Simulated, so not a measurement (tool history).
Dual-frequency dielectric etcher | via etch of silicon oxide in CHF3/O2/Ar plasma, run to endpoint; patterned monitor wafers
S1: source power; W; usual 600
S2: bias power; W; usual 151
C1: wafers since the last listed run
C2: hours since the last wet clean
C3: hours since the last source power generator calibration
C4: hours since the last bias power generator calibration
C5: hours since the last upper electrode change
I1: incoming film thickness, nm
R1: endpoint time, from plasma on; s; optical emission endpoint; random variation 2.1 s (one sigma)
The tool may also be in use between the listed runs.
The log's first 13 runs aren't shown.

run,hour,S1,S2,C1,C2,C3,C4,C5,I1,R1
14,600,600,151,243,336.7,218.4,3475.3,5463.1,719.5,374.2
15,654.9,600,151,258,391.6,273.3,3530.2,5518,726.9,377.5
16,709.6,560,178,257,446.3,328,3584.9,5572.7,724.9,381.4
# hour 766.6: upper electrode replaced
17,780.9,470,151,222,517.6,399.3,3656.2,14.3,719,444.5
# hour 829.4: wet clean of the chamber
18,918.1,730,124,532,88.7,536.5,3793.4,151.5,722.2,357.8
19,962,520,177,206,132.6,580.4,3837.3,195.4,723.4,398.4
20,990.7,470,137,135,161.3,609.1,3866,224.1,716,447.6
# hour 1012.1: bias power generator calibrated
21,1047,600,151,246,217.6,665.4,34.9,280.4,717.6,373.7
22,1114.3,600,151,316,284.9,732.7,102.2,347.7,723.7,375.1
23,1161.2,600,151,220,331.8,779.6,149.1,394.6,714.4,379.2
24,1222.6,680,130,289,393.2,841,210.5,456,720.5,366.9
25,1262.1,600,151,185,432.7,880.5,250,495.5,715.1,374.8
26,1293.2,470,124,146,463.8,911.6,281.1,526.6,724,470.9
27,1330.5,490,183,175,501.1,948.9,318.4,563.9,718.9,407.8
28,1385,600,151,256,555.6,1003.4,372.9,618.4,713.1,374.2
# hour 1415.4: wet clean of the chamber
29,1455,600,151,216,39.6,1073.4,442.9,688.4,722.6,376.8
30,1487.2,710,114,151,71.8,1105.6,475.1,720.6,724.1,369.2
31,1547.9,460,167,285,132.5,1166.3,535.8,781.3,713.2,430.3
32,1579.6,730,139,149,164.2,1198,567.5,813,719,341.1
33,1606.1,600,123,124,190.7,1224.5,594,839.5,715.4,396.9

Run 34 comes next. What will it give?
34,1681.5,490,128,354,266.1,1299.9,669.4,914.9,718.6,?

R1: 454.1 s
Without the tool's hidden state the same run would have given R1 454.1 s.

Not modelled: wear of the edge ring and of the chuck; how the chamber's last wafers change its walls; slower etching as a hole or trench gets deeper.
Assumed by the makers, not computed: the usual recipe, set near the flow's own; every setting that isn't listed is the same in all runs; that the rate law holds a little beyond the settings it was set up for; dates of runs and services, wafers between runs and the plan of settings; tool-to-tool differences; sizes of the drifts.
